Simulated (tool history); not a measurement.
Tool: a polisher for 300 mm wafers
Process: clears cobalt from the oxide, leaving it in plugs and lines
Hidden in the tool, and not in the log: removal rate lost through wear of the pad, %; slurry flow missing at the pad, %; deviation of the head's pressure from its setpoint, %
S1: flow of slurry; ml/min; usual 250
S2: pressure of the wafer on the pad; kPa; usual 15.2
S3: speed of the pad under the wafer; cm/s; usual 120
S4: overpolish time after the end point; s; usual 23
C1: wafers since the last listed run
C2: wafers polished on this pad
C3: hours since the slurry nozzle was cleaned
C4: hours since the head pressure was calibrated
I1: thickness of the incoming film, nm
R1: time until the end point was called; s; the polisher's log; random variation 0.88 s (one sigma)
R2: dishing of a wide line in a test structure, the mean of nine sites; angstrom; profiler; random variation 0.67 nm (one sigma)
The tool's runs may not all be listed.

run 1 hour=0.0 | S1=250 S2=13.8 S3=120 S4=23 | C1=0 C2=2440 C3=670.2 C4=710.4 | I1=360.8 | R1=68.8 R2=574
run 2 hour=18.6 | S1=250 S2=13.8 S3=120 S4=23 | C1=207 C2=2647 C3=688.8 C4=729.0 | I1=365.6 | R1=72.6 R2=571
run 3 hour=37.7 | S1=220 S2=15.2 S3=120 S4=23 | C1=212 C2=2860 C3=707.9 C4=748.1 | I1=363.1 | R1=66.7 R2=568
-- hour=58.6 worn pad replaced by a new one
run 4 hour=69.8 | S1=250 S2=15.2 S3=120 S4=23 | C1=313 C2=125 C3=740.0 C4=780.2 | I1=353.5 | R1=55.4 R2=590
run 5 hour=84.9 | S1=250 S2=15.2 S3=120 S4=23 | C1=168 C2=293 C3=755.1 C4=795.3 | I1=358.5 | R1=56.2 R2=584
run 6 hour=130.1 | S1=250 S2=15.2 S3=120 S4=23 | C1=503 C2=797 C3=800.3 C4=840.5 | I1=359.8 | R1=61.5 R2=586
run 7 hour=148.2 | S1=180 S2=15.2 S3=104 S4=23 | C1=201 C2=999 C3=818.4 C4=858.6 | I1=354.7 | R1=75.5 R2=543
-- hour=215.1 slurry nozzle cleaned
run 8 hour=235.5 | S1=180 S2=15.2 S3=104 S4=23 | C1=961 C2=1961 C3=20.4 C4=945.9 | I1=363.0 | R1=76.7 R2=538
run 9 hour=269.5 | S1=180 S2=15.2 S3=104 S4=23 | C1=378 C2=2340 C3=54.4 C4=979.9 | I1=367.9 | R1=79.5 R2=547
run 10 hour=297.0 | S1=250 S2=15.2 S3=120 S4=23 | C1=306 C2=2646 C3=81.9 C4=1007.4 | I1=359.9 | R1=63.8 R2=565
-- hour=319.9 worn pad replaced by a new one
run 11 hour=332.2 | S1=250 S2=15.2 S3=120 S4=23 | C1=347 C2=137 C3=117.1 C4=1042.6 | I1=365.9 | R1=58.6 R2=605
run 12 hour=345.4 | S1=250 S2=15.2 S3=108 S4=23 | C1=147 C2=284 C3=130.3 C4=1055.8 | I1=353.4 | R1=62.3 R2=579
run 13 hour=365.6 | S1=250 S2=15.2 S3=120 S4=23 | C1=225 C2=509 C3=150.5 C4=1076.0 | I1=363.4 | R1=58.8 R2=583
run 14 hour=400.2 | S1=250 S2=15.2 S3=120 S4=23 | C1=385 C2=895 C3=185.1 C4=1110.6 | I1=362.1 | R1=62.0 R2=597
run 15 hour=430.5 | S1=250 S2=13.1 S3=120 S4=23 | C1=337 C2=1233 C3=215.4 C4=1140.9 | I1=365.4 | R1=71.7 R2=573
-- hour=441.2 head pressure recalibrated
run 16 hour=456.8 | S1=250 S2=17.2 S3=120 S4=23 | C1=270 C2=1503 C3=241.7 C4=15.6 | I1=364.4 | R1=57.2 R2=587
run 17 hour=515.4 | S1=250 S2=13.8 S3=136 S4=32 | C1=653 C2=2157 C3=300.3 C4=74.2 | I1=363.3 | R1=63.4 R2=618
run 18 hour=548.1 | S1=250 S2=16.5 S3=110 S4=23 | C1=364 C2=2521 C3=333.0 C4=106.9 | I1=363.8 | R1=65.5 R2=575
-- hour=553.5 worn pad replaced by a new one
run 19 hour=570.4 | S1=250 S2=19.3 S3=120 S4=31 | C1=203 C2=188 C3=355.3 C4=129.2 | I1=358.9 | R1=46.6 R2=611
run 20 hour=602.1 | S1=250 S2=12.4 S3=120 S4=11 | C1=353 C2=541 C3=387.0 C4=160.9 | I1=362.4 | R1=70.5 R2=411
run 21 hour=618.6 | S1=250 S2=11.7 S3=120 S4=23 | C1=183 C2=725 C3=403.5 C4=177.4 | I1=364.5 | R1=73.9 R2=554
run 22 hour=636.0 | S1=250 S2=15.2 S3=120 S4=23 | C1=193 C2=919 C3=420.9 C4=194.8 | I1=358.8 | R1=61.3 R2=582
run 23 hour=670.5 | S1=250 S2=13.8 S3=120 S4=23 | C1=384 C2=1304 C3=455.4 C4=229.3 | I1=354.1 | R1=66.4 R2=568
run 24 hour=703.6 | S1=250 S2=15.2 S3=162 S4=16 | C1=368 C2=1673 C3=488.5 C4=262.4 | I1=362.3 | R1=46.1 R2=567
run 25 hour=718.4 | S1=285 S2=15.2 S3=132 S4=23 | C1=164 C2=1838 C3=503.3 C4=277.2 | I1=360.6 | R1=55.9 R2=602
run 26 hour=737.7 | S1=250 S2=15.2 S3=120 S4=23 | C1=215 C2=2053 C3=522.6 C4=296.5 | I1=359.9 | R1=63.1 R2=567
run 27 hour=754.3 | S1=250 S2=15.2 S3=120 S4=30 | C1=185 C2=2238 C3=539.2 C4=313.1 | I1=355.3 | R1=63.3 R2=611
run 28 hour=782.3 | S1=250 S2=15.2 S3=120 S4=16 | C1=312 C2=2550 C3=567.2 C4=341.1 | I1=359.8 | R1=63.8 R2=503
run 29 hour=807.3 | S1=250 S2=15.2 S3=120 S4=15 | C1=278 C2=2829 C3=592.2 C4=366.1 | I1=359.7 | R1=63.7 R2=498
-- hour=823.0 worn pad replaced by a new one
run 30 hour=824.2 | S1=250 S2=10.3 S3=120 S4=32 | C1=143 C2=12 C3=609.1 C4=383.0 | I1=358.9 | R1=75.7 R2=580
run 31 hour=850.0 | S1=250 S2=15.2 S3=120 S4=23 | C1=287 C2=300 C3=634.9 C4=408.8 | I1=368.0 | R1=59.6 R2=588
-- hour=936.1 slurry nozzle cleaned
run 32 hour=936.6 | S1=250 S2=15.2 S3=120 S4=23 | C1=954 C2=1254 C3=0.5 C4=495.4 | I1=362.2 | R1=62.6 R2=579
run 33 hour=949.2 | S1=185 S2=13.1 S3=132 S4=23 | C1=140 C2=1395 C3=13.1 C4=508.0 | I1=363.3 | R1=67.5 R2=575
run 34 hour=965.5 | S1=250 S2=11.0 S3=146 S4=23 | C1=181 C2=1576 C3=29.4 C4=524.3 | I1=355.3 | R1=66.7 R2=564
run 35 hour=979.6 | S1=250 S2=15.2 S3=120 S4=23 | C1=157 C2=1734 C3=43.5 C4=538.4 | I1=355.9 | R1=62.3 R2=593
run 36 hour=999.0 | S1=250 S2=19.3 S3=120 S4=23 | C1=216 C2=1950 C3=62.9 C4=557.8 | I1=364.6 | R1=53.5 R2=593

Forecast each of these 3 alternatives for the next run:
run A hour=999.4 | S1=250 S2=15.2 S3=120 S4=23 | C1=4 C2=1954 C3=63.3 C4=558.2 | I1=363.0 | R1=? R2=?
run B hour=999.4 | S1=275 S2=15.2 S3=94 S4=23 | C1=4 C2=1954 C3=63.3 C4=558.2 | I1=363.0 | R1=? R2=?
run C hour=999.4 | S1=340 S2=11.7 S3=120 S4=23 | C1=4 C2=1954 C3=63.3 C4=558.2 | I1=363.0 | R1=? R2=?

run=A R1=64.9 R2=568
run=B R1=81.9 R2=532
run=C R1=77.6 R2=541
Without the tool's hidden state the same runs would have given:
run=A R1=57.6 R2=583
run=B R1=72.7 R2=553
run=C R1=68.9 R2=561

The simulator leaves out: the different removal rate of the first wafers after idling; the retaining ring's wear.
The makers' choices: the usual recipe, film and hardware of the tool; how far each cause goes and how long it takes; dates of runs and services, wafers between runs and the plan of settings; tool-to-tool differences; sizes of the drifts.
